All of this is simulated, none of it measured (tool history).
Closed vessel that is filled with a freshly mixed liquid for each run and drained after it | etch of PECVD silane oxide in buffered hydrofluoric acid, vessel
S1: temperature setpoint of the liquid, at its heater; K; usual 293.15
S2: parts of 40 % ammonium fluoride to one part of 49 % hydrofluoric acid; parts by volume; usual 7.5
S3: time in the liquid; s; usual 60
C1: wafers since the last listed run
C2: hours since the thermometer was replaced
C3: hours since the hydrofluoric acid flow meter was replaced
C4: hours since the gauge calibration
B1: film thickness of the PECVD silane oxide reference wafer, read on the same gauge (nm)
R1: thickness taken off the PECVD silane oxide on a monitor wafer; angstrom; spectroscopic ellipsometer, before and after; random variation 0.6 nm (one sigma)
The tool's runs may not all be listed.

run	day	S1	S2	S3	C1	C2	C3	C4	B1	R1
1	0	293.15	8.5	60	0	278.9	1669.3	1317.8	70.01	1522.8
2	2.979	293.15	5	60	9272	350.4	1740.8	1389.3	70.01	2535.5
3	4.367	293.15	5	60	4318	383.7	1774.1	1422.6	70.04	2515.2
# day 4.879: hydrofluoric acid flow meter replaced
4	6.575	293.15	5	60	6743	436.7	40.7	1475.6	69.98	2610.5
5	8.221	293.15	7.5	75	5122	476.2	80.2	1515.1	70.02	2275.8
6	9.596	293.15	7.5	75	4279	509.2	113.2	1548.1	70.04	2276.4
7	10.917	293.15	7	60	4111	540.9	144.9	1579.8	69.96	1962.5
8	12.717	296.65	7.5	60	5602	584.1	188.1	1623	70.03	2209
9	14.05	297.65	10.5	60	4149	616.1	220.1	1655	69.99	1718.2
10	15.988	295.15	6.5	60	6030	662.6	266.6	1701.5	70	2338.8
11	18.608	295.65	9.5	35	8157	725.5	329.5	1764.4	69.97	973
12	20.504	293.15	10	45	5900	771	375	1809.9	69.98	1050.4
13	21.679	293.15	7.5	60	3657	799.2	403.2	1838.1	70.02	1832.4
# day 23.483: thermometer replaced
14	24.638	293.15	7.5	60	9078	27.7	474.2	1909.1	69.96	1765.8
15	27.454	293.15	10.5	75	8766	95.3	541.8	1976.7	69.97	1620.9
# day 27.675: gauge calibrated
16	28.829	297.15	7.5	30	4279	128.3	574.8	27.7	69.95	1099.1
17	30.542	293.15	7.5	60	5330	169.4	615.9	68.8	69.98	1770.8
18	32.35	293.15	7.5	30	5628	212.8	659.3	112.2	70.01	886.1
19	33.579	293.15	7.5	60	3825	242.3	688.8	141.7	70.04	1766.7
20	35.975	290.15	5	40	7456	299.8	746.3	199.2	70	1443.8
21	37.575	293.15	8.5	60	4979	338.2	784.7	237.6	70.01	1553.1
22	40.012	293.15	5	35	7586	396.7	843.2	296.1	69.95	1504.7
23	42.667	291.65	7.5	60	8261	460.4	906.9	359.8	69.98	1639.8
24	43.767	291.65	8.5	90	3423	486.8	933.3	386.2	70.02	2147.4
25	45.696	290.15	7.5	90	6004	533.1	979.6	432.5	69.99	2263.1
26	48.558	298.15	5	85	8909	601.8	1048.3	501.2	70	4796.4
27	51.158	295.65	5	50	8092	664.2	1110.7	563.6	70.01	2479.3
28	53.333	293.15	10	75	6769	716.4	1162.9	615.8	70.01	1717.9
29	55.1	290.15	9.5	35	5498	758.8	1205.3	658.2	70.01	709.3
30	56.333	293.15	7.5	60	3838	788.4	1234.9	687.8	70.05	1793.8
31	58.512	293.15	7.5	60	6782	840.7	1287.2	740.1	69.99	1792.3

Some steps in R1 between neighbouring runs. How much of each would the tool show without its hidden state too (settings, what came in, random variation), and how much is left for the hidden state, with any gauge scatter that isn't in both results?
The hidden state here: liquid hotter than its thermometer reads (K); hydrofluoric acid flow below the setpoint (%); gauge reads high (%).
Run 3 -> 4: hydrofluoric acid flow meter replaced. R1 +95.3 angstrom: hidden state +80.6, all else +14.7.
Run 10 -> 11: S1 295.15 -> 295.65, S2 6.5 -> 9.5, S3 60 -> 35. R1 -1365.8 angstrom: hidden state -30, all else -1335.8.
Run 13 -> 14: thermometer replaced. R1 -66.6 angstrom: hidden state -66.1, all else -0.5.
Run 25 -> 26: S1 290.15 -> 298.15, S2 7.5 -> 5, S3 90 -> 85. R1 +2533.3 angstrom: hidden state +24.8, all else +2508.5.
Run 26 -> 27: S1 298.15 -> 295.65, S3 85 -> 50. R1 -2317.1 angstrom: hidden state -7.5, all else -2309.6.
